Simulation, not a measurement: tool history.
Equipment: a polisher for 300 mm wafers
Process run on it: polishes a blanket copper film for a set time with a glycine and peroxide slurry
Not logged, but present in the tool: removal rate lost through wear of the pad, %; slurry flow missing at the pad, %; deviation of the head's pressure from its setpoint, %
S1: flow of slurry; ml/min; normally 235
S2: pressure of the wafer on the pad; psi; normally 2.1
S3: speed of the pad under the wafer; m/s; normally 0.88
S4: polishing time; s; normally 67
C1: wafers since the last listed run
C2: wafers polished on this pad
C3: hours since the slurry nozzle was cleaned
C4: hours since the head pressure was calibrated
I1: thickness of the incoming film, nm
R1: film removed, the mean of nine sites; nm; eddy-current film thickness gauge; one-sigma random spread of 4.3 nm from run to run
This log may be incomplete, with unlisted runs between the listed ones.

run   hour   S1   S2    S3  S4    C1    C2     C3     C4      I1     R1
  1      0  235  2.1  0.88  52     0  1021  455.7  173.2  1000.5  227.8
  2   89.3  235  2.1  0.88  52  1109  2131    545  262.5   978.6    228
     109.3  -- slurry nozzle cleaned
     138.3  -- worn pad replaced by a new one
  3    194  235  2.1  0.88  67  1238   692   84.7  367.2   997.4    311
  4  251.2  235  2.1  0.88  67   710  1403  141.9  424.4   992.2  310.2
       329  -- worn pad replaced by a new one
  5  340.6  235  2.1  0.88  67  1061   143  231.3  513.8   989.1  312.9
  6  425.9  235  2.1  0.88  67  1060  1203  316.6  599.1   995.2  305.8
     457.6  -- head pressure recalibrated
     502.2  -- worn pad replaced by a new one
  7  512.8  235  2.1  1.06  67  1005   131  403.5   55.2   988.2  339.1

What will run 8 give?
  8  556.2  180  2.5  0.64  67  539  670  446.9  98.6  985.1   ?

Run 8 came out at R1 274 nm.
Minus the tool's unlogged condition, the same run would have read R1 287 nm.
